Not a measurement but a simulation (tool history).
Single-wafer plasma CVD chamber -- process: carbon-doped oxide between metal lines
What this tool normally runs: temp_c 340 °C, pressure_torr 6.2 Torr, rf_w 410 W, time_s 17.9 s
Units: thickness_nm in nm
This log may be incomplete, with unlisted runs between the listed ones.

run,hour,temp_c,pressure_torr,rf_w,time_s,wafers since the last listed run,hours since the last thermocouple change,hours since the last RF generator calibration,hours since the last manometer calibration,hours since the showerhead was replaced,hours since the gauge calibration,"read-back reference wafer on the same gauge, thickness_nm",thickness_nm
1,0,340,6.2,410,17.9,0,1138.4,1148.2,644.5,4645,679.2,72.208,77.719
2,87.1,340,5.07,370,17.9,1305,1225.5,1235.3,731.6,4732.1,766.3,72.085,70.585
3,182,340,5.07,370,17.9,1422,1320.4,1330.2,826.5,4827,861.2,72.124,70.921
4,239.1,340,5.07,370,17.9,855,1377.5,1387.3,883.6,4884.1,918.3,72.119,70.673
5,305.2,340,6.2,410,17.9,990,1443.6,1453.4,949.7,4950.2,984.4,72.108,78.278
6,345.8,340,6.2,410,17.9,608,1484.2,1494,990.3,4990.8,1025,72.051,78.142
7,602.5,340,6.2,410,17.9,3847,1740.9,1750.7,1247,5247.5,1281.7,72.368,77.833
8,655.3,340,6.2,410,17.9,791,1793.7,1803.5,1299.8,5300.3,1334.5,72.187,78.658
9,709.9,340,6.2,410,17.9,818,1848.3,1858.1,1354.4,5354.9,1389.1,72.081,77.636
# hour 733.1: RF generator calibrated
10,764.1,340,6.64,380,19.6,692,1902.5,31,1408.6,5409.1,1443.3,72.256,86.581
# hour 793.7: capacitance manometer re-zeroed and calibrated
11,869.7,340,5.07,370,17.9,1462,2008.1,136.6,76,5514.7,1548.9,72.067,74.858
# hour 899.9: gauge calibrated
12,912,340,6.2,475,17.9,634,2050.4,178.9,118.3,5557,12.1,72.158,91.954
# hour 920.6: thermocouple changed; heater temperature recalibrated
# hour 966.9: showerhead replaced
13,1008.6,355,6.2,460,17.9,1208,88,275.5,214.9,41.7,108.7,72.256,84.789
14,1112.9,349,6.2,410,17.9,1563,192.3,379.8,319.2,146,213,72.062,79.474
15,1180.1,329,5.35,410,17.9,1007,259.5,447,386.4,213.2,280.2,72.267,82.135
16,1250.3,340,6.2,410,17.9,1052,329.7,517.2,456.6,283.4,350.4,72.22,79.758
17,1323.3,340,7.13,330,17.9,1094,402.7,590.2,529.6,356.4,423.4,72.247,67.594
18,1389.6,340,7.31,410,15.9,993,469,656.5,595.9,422.7,489.7,72.134,71.56
19,1483.9,340,7.45,410,15.4,1413,563.3,750.8,690.2,517,584,72.344,69.286

Below are 5 alternative next runs, each starting from the tool's condition after run 19. Predict each:
A,1484.3,340,6.2,335,17.9,5,563.7,751.2,690.6,517.4,584.4,?,?
B,1484.3,340,6.2,480,17.9,5,563.7,751.2,690.6,517.4,584.4,?,?
C,1484.3,340,6.2,455,17,5,563.7,751.2,690.6,517.4,584.4,?,?
D,1484.3,340,6.74,410,20.2,5,563.7,751.2,690.6,517.4,584.4,?,?
E,1484.3,350,6.2,350,16.8,5,563.7,751.2,690.6,517.4,584.4,?,?

run,"read-back reference wafer on the same gauge, thickness_nm",thickness_nm
A,72.05,67.227
B,72.05,90.214
C,72.05,82.209
D,72.05,90.199
E,72.05,63.536
Take away the tool's hidden state, keep each run's random variation, and the runs would have read:
run,thickness_nm
A,70.697
B,94.04
C,86.184
D,94.642
E,66.791
